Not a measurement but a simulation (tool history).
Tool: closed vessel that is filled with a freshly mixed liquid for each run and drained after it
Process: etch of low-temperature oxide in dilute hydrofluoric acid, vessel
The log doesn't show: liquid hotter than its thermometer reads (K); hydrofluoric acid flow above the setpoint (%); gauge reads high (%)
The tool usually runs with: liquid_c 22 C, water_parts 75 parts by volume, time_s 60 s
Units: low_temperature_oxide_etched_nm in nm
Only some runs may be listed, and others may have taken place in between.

run,day,liquid_c,water_parts,time_s,wafers since the last listed run,hours since the thermometer was replaced,hours since the hydrofluoric acid flow meter was replaced,hours since the gauge calibration,"read-back film thickness of the low-temperature oxide reference wafer, read on the same gauge (nm)",low_temperature_oxide_etched_nm
1,0,20.5,75,60,0,2102.1,1115,226.4,99.99,12.93
2,1.496,22,75,60,5062,2138,1150.9,262.3,99.94,13.82
3,2.071,22,75,60,1945,2151.8,1164.7,276.1,99.99,13.79
4,3.121,22,75,60,3553,2177,1189.9,301.3,99.94,13.58
5,3.783,22,75,60,2242,2192.9,1205.8,317.2,100.02,13.82
6,5.221,22,75,60,4864,2227.4,1240.3,351.7,99.99,13.55
7,6.608,22,75,60,4695,2260.7,1273.6,385,100.01,13.91
8,7.583,22,75,60,3299,2284.1,1297,408.4,99.99,13.59
9,8.25,22,75,60,2256,2300.1,1313,424.4,100.02,13.71
# day 8.383: thermometer replaced
10,9.183,22,75,60,3017,19.2,1335.4,446.8,100.03,13.69
11,9.821,22,75,35,2157,34.5,1350.7,462.1,100,7.98
12,11.192,22,75,60,4639,67.4,1383.6,495,99.99,13.68
13,11.942,25.5,75,35,2538,85.4,1401.6,513,100.03,9.18
14,13.025,17,85,60,3666,111.4,1427.6,539,100.01,9.71
# day 13.421: gauge calibrated
15,13.662,25,35,70,2157,126.7,1442.9,5.8,99.97,40.62
16,14.475,22,75,60,2749,146.2,1462.4,25.3,100.01,13.91
# day 15.571: hydrofluoric acid flow meter replaced
17,15.742,25,75,60,4145,176.6,4.1,55.7,100.03,15.43
18,17.071,26,75,85,4498,208.5,36,87.6,100.01,22.78
19,18.046,22,75,60,3299,231.9,59.4,111,99.97,13.45
20,19.117,23.5,75,60,3623,257.6,85.1,136.7,99.99,14.44
21,20.133,22,75,60,3440,282,109.5,161.1,99.97,13.7
22,21.308,17.5,100,60,3976,310.2,137.7,189.3,100.03,8.19
23,22.317,22,75,40,3412,334.4,161.9,213.5,99.95,9.14
24,23.438,26.5,75,60,3793,361.3,188.8,240.4,100.01,16.32
25,24.046,20.5,75,30,2058,375.9,203.4,255,100,6.49

Hidden state, per run?
liquid hotter than its thermometer reads (K): 0 in every run
hydrofluoric acid flow above the setpoint (%): 0 in every run
gauge reads high (%): 0 in every run
